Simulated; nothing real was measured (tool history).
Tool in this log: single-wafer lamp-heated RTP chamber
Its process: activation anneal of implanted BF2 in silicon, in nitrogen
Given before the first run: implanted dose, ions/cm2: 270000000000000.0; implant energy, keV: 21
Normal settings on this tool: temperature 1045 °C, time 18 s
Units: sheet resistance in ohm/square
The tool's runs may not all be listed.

run	hour	temperature	time	wafers since the last listed run	wafers since the last pyrometer calibration	wafers since the reflector plate was cleaned	hours since the gauge calibration	read-back reference wafer on the same gauge, sheet resistance	sheet resistance
1	0	1045	18	0	3234	3750	1972.7	509.96	435.55
2	87.4	1057	18	611	3845	4362	2060.1	509.77	433.64
3	148.4	1057	18	426	4272	4789	2121.1	509.96	433.08
# hour 180.2: pyrometer window cleaned and pyrometer calibrated
4	208.9	1045	18	367	200	5156	2181.6	509.95	436.85
5	271.6	1064	18	438	639	5595	2244.3	509.87	432.86
6	363.6	1064	18	643	1283	6239	2336.3	510.1	433.53
7	462.3	1045	18	690	1973	6929	2435	509.54	435.1
8	567	1045	18	732	2706	7662	2539.7	509.98	436.05
# hour 620.6: gauge calibrated
# hour 701.6: reflector plate cleaned
9	807.1	1045	18	1624	4330	738	186.5	509.97	435.65
10	845.5	1035	18	268	4599	1006	224.9	509.91	437.27
# hour 919.7: pyrometer window cleaned and pyrometer calibrated
11	929.9	1035	18	534	71	1541	309.3	510.17	438.75
12	1006.8	1045	18	538	609	2079	386.2	509.91	435.96
13	1063	1045	18	393	1002	2472	442.4	510.13	435.22
14	1117.7	1045	18	382	1385	2855	497.1	510.45	435.78
15	1202.6	1045	18	594	1979	3449	582	509.9	436.73
16	1260.6	1045	22	405	2385	3855	640	510.05	434.8
17	1308.9	1045	18	337	2723	4193	688.3	509.93	435.56
18	1354.9	1029	13	321	3045	4515	734.3	509.79	439.53
19	1498.2	1075	26	1002	4047	5517	877.6	510.41	425.07
# hour 1527.4: pyrometer window cleaned and pyrometer calibrated
20	1567.3	1057	18	427	278	5945	946.7	510.23	434.51
21	1635.7	1045	13	478	757	6423	1015.1	510.07	438.36
22	1895.5	1045	18	1817	2575	8241	1274.9	510.23	435.87
23	1934.9	1045	18	275	2851	8517	1314.3	510.1	436.16
# hour 2083: reflector plate cleaned
24	2091	1030	27	1036	3887	55	1470.4	509.75	433.5
25	2151.5	1063	8	423	4310	479	1530.9	509.94	441.74
26	2187.7	1028	22	253	4563	732	1567.1	510.2	436.43
27	2235	1022	13	330	4894	1063	1614.4	509.82	440.49
# hour 2292.3: pyrometer window cleaned and pyrometer calibrated
28	2337.8	1045	18	663	318	1726	1717.2	509.7	435.45
29	2413.6	1065	24	530	848	2256	1793	510.19	428.7
30	2460.7	1045	18	329	1178	2586	1840.1	509.98	436.75
31	2504.3	1045	18	305	1483	2891	1883.7	509.62	434.91
32	2557	1045	18	368	1852	3260	1936.4	510.15	436.46
33	2664.1	1031	13	749	2601	4009	2043.5	510.01	441.08
34	2762.1	1045	24	685	3287	4695	2141.5	510.15	434.2
35	2850	1045	9	615	3902	5310	2229.4	510.44	441.22
# hour 2904.3: pyrometer window cleaned and pyrometer calibrated
36	2951.9	1068	22	657	332	5967	2331.3	510.3	428.42
37	3057	1017	13	735	1068	6702	2436.4	510.46	438.84

Consider 3 possible next runs. They are alternatives, not a sequence: every one starts from the tool as it was left by run 37. What does each give?
A	3057.4	1045	18	2	1070	6705	2436.8	?	?
B	3057.4	1054	14	2	1070	6705	2436.8	?	?
C	3057.4	1027	22	2	1070	6705	2436.8	?	?

run	read-back reference wafer on the same gauge, sheet resistance	sheet resistance
A	510.25	437.42
B	510.25	438.58
C	510.25	437.63
Without the tool's unlogged condition, the same runs would have read:
run	sheet resistance
A	437.42
B	438.58
C	437.63
